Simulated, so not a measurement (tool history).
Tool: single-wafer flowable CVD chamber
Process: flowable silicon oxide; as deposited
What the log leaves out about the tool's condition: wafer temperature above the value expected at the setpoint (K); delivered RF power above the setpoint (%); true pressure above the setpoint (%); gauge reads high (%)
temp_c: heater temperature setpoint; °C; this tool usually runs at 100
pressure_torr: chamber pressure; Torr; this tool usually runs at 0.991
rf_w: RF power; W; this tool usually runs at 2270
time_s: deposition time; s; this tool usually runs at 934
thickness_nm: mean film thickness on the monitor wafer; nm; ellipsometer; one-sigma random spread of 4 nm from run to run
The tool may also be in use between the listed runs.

run   hour  temp_c  pressure_torr  rf_w  time_s  wafers since the last listed run  hours since the last thermocouple change  hours since the last RF generator calibration  hours since the last manometer calibration  hours since the showerhead was replaced  hours since the gauge calibration  read-back reference wafer on the same gauge, thickness_nm  thickness_nm
  1    0.0     100          0.991  2270     934                                 0                                    1913.0                                           80.6                                      1729.0                                   2014.2                              501.1                                                    678.888       763.377
  2   46.3     100          0.991  2270     934                               136                                    1959.3                                          126.9                                      1775.3                                   2060.5                              547.4                                                    677.454       769.527
  3   99.7     100          0.991  2270     934                               157                                    2012.7                                          180.3                                      1828.7                                   2113.9                              600.8                                                    679.188       766.346
  4  170.5     100          0.991  2270     934                               209                                    2083.5                                          251.1                                      1899.5                                   2184.7                              671.6                                                    678.146       769.568
  5  216.3     100          0.991  2270     934                               135                                    2129.3                                          296.9                                      1945.3                                   2230.5                              717.4                                                    679.395       772.880
  6  244.8     100          0.991  2270     934                                84                                    2157.8                                          325.4                                      1973.8                                   2259.0                              745.9                                                    679.285       775.108
  7  322.1     100          0.991  2270     934                               228                                    2235.1                                          402.7                                      2051.1                                   2336.3                              823.2                                                    678.901       771.794
  8  355.9     100          0.991  2270     934                                99                                    2268.9                                          436.5                                      2084.9                                   2370.1                              857.0                                                    679.748       769.947
  9  416.7     100          0.991  2270     934                               179                                    2329.7                                          497.3                                      2145.7                                   2430.9                              917.8                                                    680.120       760.487
 10  457.7     100          0.991  1995     934                               121                                    2370.7                                          538.3                                      2186.7                                   2471.9                              958.8                                                    679.941       750.767
 11  518.1     100          0.991  1995     934                               178                                    2431.1                                          598.7                                      2247.1                                   2532.3                             1019.2                                                    679.895       755.620
     546.6  -- thermocouple changed; heater temperature recalibrated
 12  585.6     100          0.991  1995     934                               175                                      39.0                                          666.2                                      2314.6                                   2599.8                             1086.7                                                    681.255       758.255
 13  617.3     114          0.991  2680     934                                93                                      70.7                                          697.9                                      2346.3                                   2631.5                             1118.4                                                    679.603       475.916
 14  650.4     100          0.913  2715     851                                97                                     103.8                                          731.0                                      2379.4                                   2664.6                             1151.5                                                    677.287       660.457
     692.2  -- gauge calibrated
 15  706.1     100          0.991  2270     934                               164                                     159.5                                          786.7                                      2435.1                                   2720.3                               13.9                                                    680.544       777.384
 16  738.3     100          1.066  2270     802                                95                                     191.7                                          818.9                                      2467.3                                   2752.5                               46.1                                                    678.819       706.385
     762.0  -- showerhead replaced, of another model than before
 17  807.7     100          0.771  1875     934                               181                                     261.1                                          888.3                                      2536.7                                     45.7                              115.5                                                    679.176       633.678
     847.2  -- RF generator calibrated
     863.7  -- capacitance manometer re-zeroed and calibrated
 18  864.2     100          0.991  2270     934                               119                                     317.6                                           17.0                                         0.5                                    102.2                              172.0                                                    678.795       713.020
 19  890.5     100          0.810  2145     862                                77                                     343.9                                           43.3                                        26.8                                    128.5                              198.3                                                    679.069       583.674
 20  916.2     100          0.778  2270     882                                75                                     369.6                                           69.0                                        52.5                                    154.2                              224.0                                                    679.275       584.035

Forecast run 21:
 21  958.5     100          0.991  2015     875                               124                                     411.9                                          111.3                                        94.8                                    196.5                              266.3                                                          ?             ?

{"run 21": {"read-back reference wafer on the same gauge, thickness_nm": 678.902, "thickness_nm": 662.111}}
The same run, on a tool lacking any hidden state, would have yielded thickness_nm 656.707 nm.
